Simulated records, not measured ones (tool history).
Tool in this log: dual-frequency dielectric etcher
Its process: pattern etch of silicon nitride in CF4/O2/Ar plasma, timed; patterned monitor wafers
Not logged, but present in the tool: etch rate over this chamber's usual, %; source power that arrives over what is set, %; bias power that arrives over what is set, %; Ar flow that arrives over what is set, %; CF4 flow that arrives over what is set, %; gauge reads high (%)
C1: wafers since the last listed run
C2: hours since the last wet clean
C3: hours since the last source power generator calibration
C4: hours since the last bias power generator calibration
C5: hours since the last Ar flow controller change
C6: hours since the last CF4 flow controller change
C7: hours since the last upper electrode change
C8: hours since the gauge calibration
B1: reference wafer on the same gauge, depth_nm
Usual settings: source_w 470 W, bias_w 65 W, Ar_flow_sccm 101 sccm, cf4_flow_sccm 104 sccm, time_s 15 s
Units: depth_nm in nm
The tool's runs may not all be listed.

Run 1, hour 0: usual settings; C1 0; C2 228.8; C3 115.7; C4 4168.5; C5 3961.4; C6 144.5; C7 79; C8 896.7; B1 24.99. Result: depth_nm 26.84 nm.
Run 2, hour 25.9: usual settings but cf4_flow_sccm 89 sccm, time_s 12 s; C1 418; C2 254.7; C3 141.6; C4 4194.4; C5 3987.3; C6 170.4; C7 104.9; C8 922.6; B1 25.02. Result: depth_nm 21.26 nm.
Run 3, hour 51.5: usual settings but cf4_flow_sccm 123 sccm; C1 414; C2 280.3; C3 167.2; C4 4220; C5 4012.9; C6 196; C7 130.5; C8 948.2; B1 25. Result: depth_nm 27.38 nm.
At hour 65.7: gauge calibrated.
Run 4, hour 67: usual settings but source_w 400 W, bias_w 51 W, Ar_flow_sccm 108 sccm, time_s 13 s; C1 250; C2 295.8; C3 182.7; C4 4235.5; C5 4028.4; C6 211.5; C7 146; C8 1.3; B1 24.98. Result: depth_nm 18.87 nm.
Run 5, hour 92.5: usual settings but source_w 570 W, bias_w 55 W, Ar_flow_sccm 114 sccm, time_s 11.5 s; C1 412; C2 321.3; C3 208.2; C4 4261; C5 4053.9; C6 237; C7 171.5; C8 26.8; B1 25.04. Result: depth_nm 21.16 nm.
Run 6, hour 107: usual settings but bias_w 51 W, cf4_flow_sccm 126 sccm; C1 234; C2 335.8; C3 222.7; C4 4275.5; C5 4068.4; C6 251.5; C7 186; C8 41.3; B1 25. Result: depth_nm 24.76 nm.
At hour 116.2: bias power generator calibrated.
Run 7, hour 133.6: usual settings but time_s 19.5 s; C1 365; C2 362.4; C3 249.3; C4 17.4; C5 4095; C6 278.1; C7 212.6; C8 67.9; B1 24.99. Result: depth_nm 34.26 nm.
At hour 170.7: wet clean of the chamber.
Run 8, hour 171.2: usual settings but bias_w 59 W, Ar_flow_sccm 108 sccm, cf4_flow_sccm 129 sccm; C1 220; C2 0.5; C3 286.9; C4 55; C5 4132.6; C6 315.7; C7 250.2; C8 105.5; B1 25.04. Result: depth_nm 26.85 nm.
At hour 183.6: Ar flow controller replaced.
Run 9, hour 184.1: usual settings but bias_w 73 W; C1 111; C2 13.4; C3 299.8; C4 67.9; C5 0.5; C6 328.6; C7 263.1; C8 118.4; B1 25.03. Result: depth_nm 28.66 nm.
Run 10, hour 218.3: usual settings but bias_w 60 W, time_s 18.5 s; C1 553; C2 47.6; C3 334; C4 102.1; C5 34.7; C6 362.8; C7 297.3; C8 152.6; B1 24.99. Result: depth_nm 32.29 nm.
Run 11, hour 250.9: usual settings but cf4_flow_sccm 85 sccm; C1 527; C2 80.2; C3 366.6; C4 134.7; C5 67.3; C6 395.4; C7 329.9; C8 185.2; B1 25. Result: depth_nm 26.56 nm.
Run 12, hour 286: usual settings but Ar_flow_sccm 109 sccm; C1 567; C2 115.3; C3 401.7; C4 169.8; C5 102.4; C6 430.5; C7 365; C8 220.3; B1 24.97. Result: depth_nm 26.71 nm.
Run 13, hour 303: usual settings but cf4_flow_sccm 120 sccm; C1 275; C2 132.3; C3 418.7; C4 186.8; C5 119.4; C6 447.5; C7 382; C8 237.3; B1 24.99. Result: depth_nm 27.13 nm.
Run 14, hour 319.3: usual settings but source_w 550 W, bias_w 72 W; C1 263; C2 148.6; C3 435; C4 203.1; C5 135.7; C6 463.8; C7 398.3; C8 253.6; B1 24.98. Result: depth_nm 30.91 nm.
Run 15, hour 332.6: usual settings but source_w 390 W, cf4_flow_sccm 116 sccm; C1 215; C2 161.9; C3 448.3; C4 216.4; C5 149; C6 477.1; C7 411.6; C8 266.9; B1 25.01. Result: depth_nm 24.25 nm.
Run 16, hour 347.3: usual settings but source_w 510 W; C1 237; C2 176.6; C3 463; C4 231.1; C5 163.7; C6 491.8; C7 426.3; C8 281.6; B1 24.97. Result: depth_nm 28.51 nm.
Run 17, hour 365.7: usual settings but source_w 400 W, bias_w 51 W, Ar_flow_sccm 108 sccm, time_s 13 s; C1 297; C2 195; C3 481.4; C4 249.5; C5 182.1; C6 510.2; C7 444.7; C8 300; B1 24.99. Result: depth_nm 18.91 nm.
Run 18, hour 390.8: usual settings but bias_w 76 W, cf4_flow_sccm 122 sccm, time_s 16 s; C1 406; C2 220.1; C3 506.5; C4 274.6; C5 207.2; C6 535.3; C7 469.8; C8 325.1; B1 25.04. Result: depth_nm 30.55 nm.
Run 19, hour 409: usual settings but source_w 360 W, Ar_flow_sccm 77 sccm; C1 294; C2 238.3; C3 524.7; C4 292.8; C5 225.4; C6 553.5; C7 488; C8 343.3; B1 25.05. Result: depth_nm 23.88 nm.
Run 20, hour 431.6: usual settings; C1 365; C2 260.9; C3 547.3; C4 315.4; C5 248; C6 576.1; C7 510.6; C8 365.9; B1 24.98. Result: depth_nm 26.51 nm.
Run 21, hour 454.1: usual settings but source_w 580 W, bias_w 80 W, cf4_flow_sccm 123 sccm, time_s 17 s; C1 363; C2 283.4; C3 569.8; C4 337.9; C5 270.5; C6 598.6; C7 533.1; C8 388.4; B1 25.02. Result: depth_nm 37.29 nm.

Hidden state or all else? Some run-to-run changes of depth_nm, split into what the settings, what came in and random variation would give without the hidden state, and what is left for the hidden state (with any gauge scatter that isn't in both results):
Run 6 -> 7: bias_w 51 -> 65, cf4_flow_sccm 126 -> 104, time_s 15 -> 19.5, bias power generator calibrated. depth_nm +9.5 nm: hidden state -0.44, all else +9.94.
Run 7 -> 8: bias_w 65 -> 59, Ar_flow_sccm 101 -> 108, cf4_flow_sccm 104 -> 129, time_s 19.5 -> 15, wet clean of the chamber. depth_nm -7.41 nm: hidden state +1.3, all else -8.71.
Run 17 -> 18: source_w 400 -> 470, bias_w 51 -> 76, Ar_flow_sccm 108 -> 101, cf4_flow_sccm 104 -> 122, time_s 13 -> 16. depth_nm +11.64 nm: hidden state -0.35, all else +11.99.
Run 20 -> 21: source_w 470 -> 580, bias_w 65 -> 80, cf4_flow_sccm 104 -> 123, time_s 15 -> 17. depth_nm +10.78 nm: hidden state -0.42, all else +11.2.
